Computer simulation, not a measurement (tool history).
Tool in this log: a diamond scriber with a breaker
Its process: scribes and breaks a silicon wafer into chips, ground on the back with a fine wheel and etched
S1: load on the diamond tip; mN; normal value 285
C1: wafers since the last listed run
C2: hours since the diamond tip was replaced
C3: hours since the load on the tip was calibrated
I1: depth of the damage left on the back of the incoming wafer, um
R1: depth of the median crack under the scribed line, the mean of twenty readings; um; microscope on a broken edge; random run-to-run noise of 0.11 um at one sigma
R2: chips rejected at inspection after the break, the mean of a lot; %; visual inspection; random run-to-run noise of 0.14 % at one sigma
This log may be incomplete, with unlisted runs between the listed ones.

{"run": 1, "hour": 0.0, "S1": 285, "C1": 0, "C2": 400.5, "C3": 1370.8, "I1": 0.57, "R1": 9.87, "R2": 10.63}
{"hour": 52.9, "done": "load on the tip recalibrated"}
{"run": 2, "hour": 68.2, "S1": 285, "C1": 268, "C2": 468.7, "C3": 15.3, "I1": 0.72, "R1": 10.56, "R2": 3.74}
{"run": 3, "hour": 150.7, "S1": 285, "C1": 334, "C2": 551.2, "C3": 97.8, "I1": 0.34, "R1": 10.31, "R2": 4.84}
{"hour": 159.9, "done": "diamond tip replaced by a new one"}
{"run": 4, "hour": 189.6, "S1": 325, "C1": 149, "C2": 29.7, "C3": 136.7, "I1": 0.69, "R1": 12.39, "R2": 5.28}
{"run": 5, "hour": 292.3, "S1": 285, "C1": 416, "C2": 132.4, "C3": 239.4, "I1": 0.75, "R1": 10.6, "R2": 2.56}
{"run": 6, "hour": 356.5, "S1": 285, "C1": 260, "C2": 196.6, "C3": 303.6, "I1": 0.38, "R1": 10.66, "R2": 3.76}
{"run": 7, "hour": 407.7, "S1": 231, "C1": 207, "C2": 247.8, "C3": 354.8, "I1": 0.32, "R1": 8.57, "R2": 24.16}
{"run": 8, "hour": 472.3, "S1": 231, "C1": 261, "C2": 312.4, "C3": 419.4, "I1": 0.69, "R1": 8.74, "R2": 27.28}
{"hour": 749.8, "done": "diamond tip replaced by a new one"}
{"run": 9, "hour": 761.8, "S1": 231, "C1": 1164, "C2": 12.0, "C3": 708.9, "I1": 0.74, "R1": 8.77, "R2": 24.87}
{"run": 10, "hour": 798.4, "S1": 285, "C1": 148, "C2": 48.6, "C3": 745.5, "I1": 0.41, "R1": 10.57, "R2": 4.16}
{"run": 11, "hour": 890.5, "S1": 233, "C1": 373, "C2": 140.7, "C3": 837.6, "I1": 0.8, "R1": 8.74, "R2": 30.23}
{"run": 12, "hour": 980.9, "S1": 233, "C1": 366, "C2": 231.1, "C3": 928.0, "I1": 0.56, "R1": 8.73, "R2": 25.31}
{"run": 13, "hour": 1036.1, "S1": 258, "C1": 223, "C2": 286.3, "C3": 983.2, "I1": 0.73, "R1": 9.18, "R2": 18.94}
{"run": 14, "hour": 1117.1, "S1": 258, "C1": 328, "C2": 367.3, "C3": 1064.2, "I1": 0.39, "R1": 9.12, "R2": 17.45}
{"run": 15, "hour": 1207.0, "S1": 258, "C1": 364, "C2": 457.2, "C3": 1154.1, "I1": 0.36, "R1": 9.13, "R2": 18.54}
{"hour": 1279.3, "done": "load on the tip recalibrated"}
{"run": 16, "hour": 1314.8, "S1": 285, "C1": 428, "C2": 565.0, "C3": 35.5, "I1": 0.63, "R1": 10.4, "R2": 3.92}
{"hour": 1328.1, "done": "diamond tip replaced by a new one"}
{"run": 17, "hour": 1380.0, "S1": 285, "C1": 256, "C2": 51.9, "C3": 100.7, "I1": 0.7, "R1": 10.96, "R2": 1.77}
{"run": 18, "hour": 1464.1, "S1": 231, "C1": 340, "C2": 136.0, "C3": 184.8, "I1": 0.59, "R1": 8.98, "R2": 19.13}
{"run": 19, "hour": 1527.6, "S1": 345, "C1": 257, "C2": 199.5, "C3": 248.3, "I1": 0.66, "R1": 12.33, "R2": 6.19}
{"run": 20, "hour": 1587.1, "S1": 320, "C1": 241, "C2": 259.0, "C3": 307.8, "I1": 0.52, "R1": 11.4, "R2": 2.21}
{"run": 21, "hour": 1695.1, "S1": 207, "C1": 437, "C2": 367.0, "C3": 415.8, "I1": 0.67, "R1": 7.72, "R2": 51.53}
{"run": 22, "hour": 1867.7, "S1": 285, "C1": 699, "C2": 539.6, "C3": 588.4, "I1": 0.43, "R1": 10.16, "R2": 8.34}
{"run": 23, "hour": 1921.2, "S1": 363, "C1": 216, "C2": 593.1, "C3": 641.9, "I1": 0.56, "R1": 12.15, "R2": 3.5}
{"hour": 1938.3, "done": "diamond tip replaced by a new one"}
{"run": 24, "hour": 1996.7, "S1": 285, "C1": 297, "C2": 58.4, "C3": 717.4, "I1": 0.61, "R1": 10.73, "R2": 3.33}

Expected results for the next run?
{"run": 25, "hour": 2062.3, "S1": 212, "C1": 265, "C2": 124.0, "C3": 783.0, "I1": 0.76, "R1": "?", "R2": "?"}

R1: 8.08 um
R2: 40.86 %
On a tool with no hidden condition, and with the same random variation, this run would have come out at R1 8.69 um, R2 27.80 %.
